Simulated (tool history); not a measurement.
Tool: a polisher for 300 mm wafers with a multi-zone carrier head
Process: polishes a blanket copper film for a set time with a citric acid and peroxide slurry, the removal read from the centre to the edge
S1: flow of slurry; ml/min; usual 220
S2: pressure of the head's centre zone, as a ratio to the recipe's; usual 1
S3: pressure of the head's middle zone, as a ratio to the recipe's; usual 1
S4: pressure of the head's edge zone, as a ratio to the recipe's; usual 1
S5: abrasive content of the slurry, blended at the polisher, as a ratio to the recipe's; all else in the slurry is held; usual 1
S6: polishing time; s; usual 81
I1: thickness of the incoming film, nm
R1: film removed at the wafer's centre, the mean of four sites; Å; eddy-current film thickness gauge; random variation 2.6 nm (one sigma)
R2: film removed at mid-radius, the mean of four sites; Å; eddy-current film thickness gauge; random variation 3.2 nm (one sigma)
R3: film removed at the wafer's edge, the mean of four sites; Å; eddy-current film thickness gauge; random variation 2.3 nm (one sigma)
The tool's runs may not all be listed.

Run 1, hour 0: usual settings but S1 200 ml/min; I1 597.2. Result: R1 2225 Å, R2 2237 Å, R3 2347 Å.
At hour 5.6: worn pad replaced by a new one.
At hour 17.9: carrier head's membrane replaced by a new one.
Run 2, hour 96.9: usual settings but S1 200 ml/min; I1 597.8. Result: R1 2158 Å, R2 2234 Å, R3 2268 Å.
At hour 190.5: slurry nozzle cleaned.
Run 3, hour 284.1: usual settings but S1 200 ml/min; I1 583.6. Result: R1 2026 Å, R2 2297 Å, R3 2314 Å.
At hour 348.8: worn pad replaced by a new one, of another model than before.
Run 4, hour 378.5: usual settings; I1 603.4. Result: R1 2044 Å, R2 2267 Å, R3 2315 Å.
At hour 402: centre zone pressure recalibrated.
Run 5, hour 471.5: usual settings; I1 593. Result: R1 2223 Å, R2 2330 Å, R3 2318 Å.
Run 6, hour 514.2: usual settings; I1 581.1. Result: R1 2174 Å, R2 2326 Å, R3 2322 Å.
Run 7, hour 564.1: usual settings but S2 0.93; I1 591.1. Result: R1 2061 Å, R2 2331 Å, R3 2295 Å.
Run 8, hour 601.2: usual settings; I1 585.9. Result: R1 2174 Å, R2 2324 Å, R3 2318 Å.
Run 9, hour 671.2: usual settings; I1 587.1. Result: R1 2124 Å, R2 2293 Å, R3 2310 Å.
At hour 713.6: edge zone pressure recalibrated.
At hour 744.5: worn pad replaced by a new one.
Run 10, hour 746.1: usual settings but S2 0.95; I1 591.5. Result: R1 1963 Å, R2 2339 Å, R3 2338 Å.
Run 11, hour 809.9: usual settings but S4 1.09, S6 69 s; I1 598.6. Result: R1 1800 Å, R2 1987 Å, R3 2054 Å.
At hour 836.9: centre zone pressure recalibrated.
At hour 858.7: carrier head's membrane replaced by a new one.
Run 12, hour 896.1: usual settings but S5 0.7, S6 58 s; I1 584.2. Result: R1 1461 Å, R2 1520 Å, R3 1495 Å.
At hour 916.2: slurry nozzle cleaned.
Run 13, hour 967.1: usual settings but S3 1.1, S5 1.1; I1 596.1. Result: R1 2144 Å, R2 2521 Å, R3 2346 Å.
At hour 1050: worn pad replaced by a new one.
Run 14, hour 1064.4: usual settings but S1 165 ml/min, S3 0.93; I1 593.1. Result: R1 1978 Å, R2 2150 Å, R3 2264 Å.
Run 15, hour 1141.7: usual settings; I1 590.1. Result: R1 2004 Å, R2 2330 Å, R3 2305 Å.
Run 16, hour 1197.2: usual settings but S3 1.12, S6 92 s; I1 583.4. Result: R1 2293 Å, R2 2827 Å, R3 2679 Å.
At hour 1226.5: centre zone pressure recalibrated.
Run 17, hour 1248: usual settings but S4 1.05, S5 1.2; I1 591. Result: R1 2412 Å, R2 2433 Å, R3 2485 Å.
Run 18, hour 1304.1: usual settings; I1 597.5. Result: R1 2153 Å, R2 2265 Å, R3 2340 Å.
At hour 1377.7: edge zone pressure recalibrated.
Run 19, hour 1397.6: usual settings but S4 0.92; I1 590.7. Result: R1 2108 Å, R2 2300 Å, R3 2233 Å.
At hour 1421.4: worn pad replaced by a new one.
Run 20, hour 1470.3: usual settings; I1 582.1. Result: R1 2088 Å, R2 2289 Å, R3 2331 Å.

The next listed run, before its measurement:
Run 21, hour 1526.3: usual settings; I1 585.4. Result: R1 ?, R2 ?, R3 ?.

{"run 21": {"R1": 2087, "R2": 2312, "R3": 2269}}
Without the tool's hidden state the same run would have given R1 2354 Å, R2 2311 Å, R3 2269 Å.
